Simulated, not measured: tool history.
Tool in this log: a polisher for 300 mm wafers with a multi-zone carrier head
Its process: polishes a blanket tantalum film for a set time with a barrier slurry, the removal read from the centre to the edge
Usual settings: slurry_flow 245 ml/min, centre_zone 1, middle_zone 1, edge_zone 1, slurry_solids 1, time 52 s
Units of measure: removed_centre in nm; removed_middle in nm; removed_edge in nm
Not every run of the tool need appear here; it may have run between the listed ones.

| run | hour | slurry_flow | centre_zone | middle_zone | edge_zone | slurry_solids | time | incoming thickness of the incoming film, nm | removed_centre | removed_middle | removed_edge |
|---|---|---|---|---|---|---|---|---|---|---|---|
| 1 | 0 | 245 | 1 | 1 | 1 | 1 | 52 | 462.5 | 83.1 | 82.3 | 84 |
| 2 | 13.7 | 245 | 1.08 | 1 | 1 | 1 | 52 | 455.3 | 90.5 | 80.6 | 83.4 |
| 3 | 21.7 | 245 | 1 | 1 | 1 | 1 | 60 | 458.6 | 95.6 | 94.4 | 95.4 |
|  | 32.3 | edge zone pressure recalibrated |
|  | 48.5 | centre zone pressure recalibrated |
| 4 | 53.1 | 295 | 1 | 1 | 1 | 0.85 | 52 | 455.2 | 78.7 | 77.9 | 81.1 |
| 5 | 69.3 | 245 | 1 | 1 | 1 | 1 | 47 | 457.9 | 73.7 | 71.2 | 76.2 |
| 6 | 79.4 | 245 | 1 | 1.08 | 1 | 1 | 52 | 462.3 | 80.6 | 84.5 | 81.6 |
| 7 | 88.9 | 320 | 1.05 | 0.97 | 1 | 1 | 52 | 468.5 | 88.5 | 79.3 | 85.3 |
|  | 96.1 | worn pad replaced by a new one, of another model than before |
| 8 | 104.5 | 245 | 1 | 1 | 1 | 1 | 52 | 462.6 | 67.4 | 68.7 | 75.7 |
| 9 | 119.5 | 245 | 1 | 1 | 0.94 | 1 | 52 | 459.8 | 66.2 | 66.3 | 71.9 |
|  | 126.4 | carrier head's membrane replaced by a new one |
| 10 | 136.7 | 245 | 1 | 1 | 1 | 1 | 43 | 458.8 | 50.6 | 51.2 | 59.4 |
| 11 | 150.2 | 245 | 1 | 1 | 1 | 1 | 52 | 453.8 | 56.6 | 59.1 | 68.4 |
| 12 | 162.2 | 245 | 1 | 0.97 | 1 | 1 | 67 | 454.2 | 67.1 | 69.2 | 84.7 |
|  | 175.4 | slurry nozzle cleaned |
| 13 | 176.5 | 295 | 0.89 | 1.07 | 1 | 1 | 60 | 457 | 91.3 | 103.9 | 101.4 |
| 14 | 192.5 | 245 | 1 | 1 | 1 | 1 | 52 | 466.6 | 84.9 | 82.8 | 86.8 |
| 15 | 202.5 | 245 | 1 | 1 | 1 | 1 | 52 | 458.7 | 84.4 | 83.1 | 85.6 |
| 16 | 209.3 | 245 | 1 | 1 | 1 | 1 | 52 | 459.5 | 84.9 | 82.2 | 85.3 |
| 17 | 224.5 | 245 | 0.91 | 1 | 0.89 | 1 | 59 | 468.7 | 87.9 | 93.6 | 91.1 |
| 18 | 241.6 | 245 | 1.09 | 1.08 | 0.89 | 1 | 52 | 463.2 | 92.1 | 89.7 | 81.7 |
|  | 245.9 | worn pad replaced by a new one |
| 19 | 250.9 | 170 | 1 | 1 | 1.03 | 1 | 52 | 458.8 | 69.6 | 69.2 | 77.4 |
| 20 | 264.1 | 245 | 0.92 | 1 | 1 | 1 | 52 | 450.6 | 78.7 | 82.6 | 85.3 |
| 21 | 270.8 | 245 | 1 | 0.95 | 1 | 1 | 52 | 461.4 | 84.9 | 79.2 | 86.1 |
| 22 | 284.2 | 245 | 1 | 1 | 1 | 1 | 52 | 460.9 | 85.2 | 82.9 | 84.6 |

The logged runs with the hidden state left out (each run's random variation unchanged):
Hidden state at play: removal rate lost through wear of the pad, %; slurry flow missing at the pad, %; deviation of the centre zone's pressure from its setpoint, %; deviation of the edge zone's pressure from its setpoint, %.
| run | removed_centre | removed_middle | removed_edge |
|---|---|---|---|
| 1 | 86.5 | 85.2 | 86.3 |
| 2 | 94.6 | 83.8 | 85.8 |
| 3 | 100.1 | 98.3 | 98.3 |
| 4 | 82.4 | 81.1 | 83.6 |
| 5 | 78.4 | 75.2 | 79.4 |
| 6 | 86.1 | 89.7 | 85.2 |
| 7 | 93.3 | 83.2 | 88.5 |
| 8 | 84.9 | 84.2 | 87.3 |
| 9 | 87.1 | 84.3 | 85 |
| 10 | 71.2 | 68.9 | 72.8 |
| 11 | 85.9 | 84.7 | 87.1 |
| 12 | 111.4 | 106.7 | 112.6 |
| 13 | 92.3 | 104.9 | 102.1 |
| 14 | 86.1 | 83.9 | 87.7 |
| 15 | 85.6 | 84.2 | 86.4 |
| 16 | 86.2 | 83.3 | 86.1 |
| 17 | 89.3 | 94.9 | 92.1 |
| 18 | 93.6 | 91 | 82.6 |
| 19 | 72.4 | 71.6 | 79.2 |
| 20 | 80.1 | 83.9 | 86.3 |
| 21 | 86.5 | 80.6 | 87.2 |
| 22 | 86.9 | 84.4 | 85.7 |

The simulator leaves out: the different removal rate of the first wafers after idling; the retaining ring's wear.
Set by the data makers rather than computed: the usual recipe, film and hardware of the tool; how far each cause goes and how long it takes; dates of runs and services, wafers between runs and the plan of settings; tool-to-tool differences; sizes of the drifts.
